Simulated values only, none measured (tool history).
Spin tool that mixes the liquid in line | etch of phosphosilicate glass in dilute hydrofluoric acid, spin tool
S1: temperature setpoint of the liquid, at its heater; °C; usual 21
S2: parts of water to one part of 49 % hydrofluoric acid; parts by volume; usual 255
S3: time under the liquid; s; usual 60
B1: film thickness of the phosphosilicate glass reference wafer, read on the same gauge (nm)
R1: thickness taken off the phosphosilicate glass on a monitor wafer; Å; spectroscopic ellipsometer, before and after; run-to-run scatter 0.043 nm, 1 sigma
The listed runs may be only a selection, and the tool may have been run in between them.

{"run": 1, "hour": 0.0, "S1": 21, "S2": 255, "S3": 60, "B1": 50.01, "R1": 116.3}
{"run": 2, "hour": 61.7, "S1": 21, "S2": 255, "S3": 60, "B1": 50, "R1": 115.4}
{"run": 3, "hour": 88.5, "S1": 21, "S2": 255, "S3": 35, "B1": 49.97, "R1": 67.3}
{"run": 4, "hour": 141.2, "S1": 21, "S2": 255, "S3": 60, "B1": 49.98, "R1": 115.8}
{"run": 5, "hour": 198.0, "S1": 21, "S2": 255, "S3": 60, "B1": 50.01, "R1": 114.8}
{"run": 6, "hour": 240.7, "S1": 21, "S2": 255, "S3": 60, "B1": 49.99, "R1": 115.4}
{"run": 7, "hour": 292.6, "S1": 21, "S2": 255, "S3": 60, "B1": 50, "R1": 114.6}
{"run": 8, "hour": 345.0, "S1": 21, "S2": 335, "S3": 60, "B1": 50.02, "R1": 80.9}
{"run": 9, "hour": 372.5, "S1": 21, "S2": 335, "S3": 60, "B1": 50.01, "R1": 80.9}
{"run": 10, "hour": 425.6, "S1": 18, "S2": 335, "S3": 35, "B1": 50, "R1": 42.1}
{"run": 11, "hour": 492.4, "S1": 17, "S2": 325, "S3": 60, "B1": 50.02, "R1": 68.1}
{"run": 12, "hour": 535.6, "S1": 25.5, "S2": 320, "S3": 30, "B1": 50.02, "R1": 47.2}
{"run": 13, "hour": 588.9, "S1": 19.5, "S2": 140, "S3": 60, "B1": 50, "R1": 209.3}
{"run": 14, "hour": 738.2, "S1": 25.5, "S2": 220, "S3": 70, "B1": 50.05, "R1": 198.2}
{"run": 15, "hour": 786.8, "S1": 18.5, "S2": 350, "S3": 60, "B1": 50.01, "R1": 73.7}
{"run": 16, "hour": 843.9, "S1": 21, "S2": 140, "S3": 60, "B1": 50.03, "R1": 243.6}
{"run": 17, "hour": 988.7, "S1": 19.5, "S2": 140, "S3": 60, "B1": 50.03, "R1": 229.5}
{"run": 18, "hour": 1050.2, "S1": 23.5, "S2": 335, "S3": 60, "B1": 50.01, "R1": 92}
{"run": 19, "hour": 1084.4, "S1": 21, "S2": 255, "S3": 60, "B1": 49.94, "R1": 118.4}

Not shown: 5 entries that the log had between the listed runs. Between which runs, and how does the tool's hidden state differ before and after?
Between runs 8 and 9: gauge calibrated (hour 349.4)
  hydrofluoric acid flow below the setpoint (%): 3.94 -> 4.01
  the result without the hidden state subtracted from the measured one, R1: -4.3 -> -4.4 Å
Between runs 10 and 11: thermometer replaced (hour 453); hydrofluoric acid flow meter replaced (hour 457.3)
  hydrofluoric acid flow below the setpoint (%): 4.14 -> 8.36
  the result without the hidden state subtracted from the measured one, R1: -2.4 -> -8 Å
Between runs 13 and 14: hydrofluoric acid flow meter replaced, repeated, since the last time left the tool worse (hour 718.3)
  hydrofluoric acid flow below the setpoint (%): 8.6 -> 0.313
  the result without the hidden state subtracted from the measured one, R1: -22.8 -> -0.8 Å
Between runs 17 and 18: gauge calibrated (hour 1000.6)
  hydrofluoric acid flow below the setpoint (%): 0.924 -> 1.07
  the result without the hidden state subtracted from the measured one, R1: -2.5 -> -1.3 Å
